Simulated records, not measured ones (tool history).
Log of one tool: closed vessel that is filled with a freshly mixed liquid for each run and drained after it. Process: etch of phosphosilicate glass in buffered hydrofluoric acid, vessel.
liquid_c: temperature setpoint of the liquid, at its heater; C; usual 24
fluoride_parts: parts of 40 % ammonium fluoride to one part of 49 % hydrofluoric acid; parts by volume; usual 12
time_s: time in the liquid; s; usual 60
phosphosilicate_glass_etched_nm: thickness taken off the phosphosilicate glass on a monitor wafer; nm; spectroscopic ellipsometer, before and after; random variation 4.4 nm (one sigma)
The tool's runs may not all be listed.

run,hour,liquid_c,fluoride_parts,time_s,wafers since the last listed run,hours since the thermometer was replaced,hours since the hydrofluoric acid flow meter was replaced,hours since the gauge calibration,"read-back film thickness of the phosphosilicate glass reference wafer, read on the same gauge (nm)",phosphosilicate_glass_etched_nm
1,0,24,12,60,0,1288,1806.3,210.8,129.98,527.14
2,12.8,25.5,12,60,1230,1300.8,1819.1,223.6,130.04,558.99
3,30.6,25.5,12,60,1710,1318.6,1836.9,241.4,129.98,560.89
4,58.9,24,12,75,2719,1346.9,1865.2,269.7,129.99,651.56
# hour 82: gauge calibrated
5,87.3,24,12,60,2729,1375.3,1893.6,5.3,130.02,527.89
6,102.6,24,11,45,1470,1390.6,1908.9,20.6,130,417.01
7,132,24,11,45,2825,1420,1938.3,50,129.94,420.49
8,146.3,24,11,45,1374,1434.3,1952.6,64.3,130.03,423.38
9,179.6,24,10,60,3200,1467.6,1985.9,97.6,129.98,627.58
10,249.8,24,13,60,6746,1537.8,2056.1,167.8,130.01,491.62
# hour 277.8: thermometer replaced
11,281.1,24,13,60,2912,3.3,2087.4,199.1,130.01,517.76
12,309.6,25.5,9,75,2739,31.8,2115.9,227.6,130.02,968.01
13,331.4,25.5,12,60,2095,53.6,2137.7,249.4,130.01,607.57
14,358.6,20.5,16,60,2614,80.8,2164.9,276.6,130,354.55
# hour 359.7: thermometer replaced, repeated, since the last time left the tool worse
# hour 362.6: gauge calibrated
15,374.8,20.5,14,30,1460,15.1,2181.1,12.2,130.06,171.77
16,391.7,24,12,75,1624,32,2198,29.1,129.98,600.28
17,421,22,16.5,35,2816,61.3,2227.3,58.4,130.01,181.99
# hour 424.7: hydrofluoric acid flow meter replaced
18,446.9,24,14,60,2393,87.2,22.2,84.3,129.99,423.87
19,461.9,28.5,12,60,1441,102.2,37.2,99.3,129.97,608.07
20,505.2,24,12,60,4161,145.5,80.5,142.6,130.02,483.95
21,534.6,26,14,70,2825,174.9,109.9,172,130.04,536.47

Forecast run 22:
22,554.6,24,9,45,1922,194.9,129.9,192,?,?

read-back film thickness of the phosphosilicate glass reference wafer, read on the same gauge (nm): 129.99
phosphosilicate_glass_etched_nm: 462.44 nm
Without the tool's hidden state the same run would have given phosphosilicate_glass_etched_nm 449.3 nm.

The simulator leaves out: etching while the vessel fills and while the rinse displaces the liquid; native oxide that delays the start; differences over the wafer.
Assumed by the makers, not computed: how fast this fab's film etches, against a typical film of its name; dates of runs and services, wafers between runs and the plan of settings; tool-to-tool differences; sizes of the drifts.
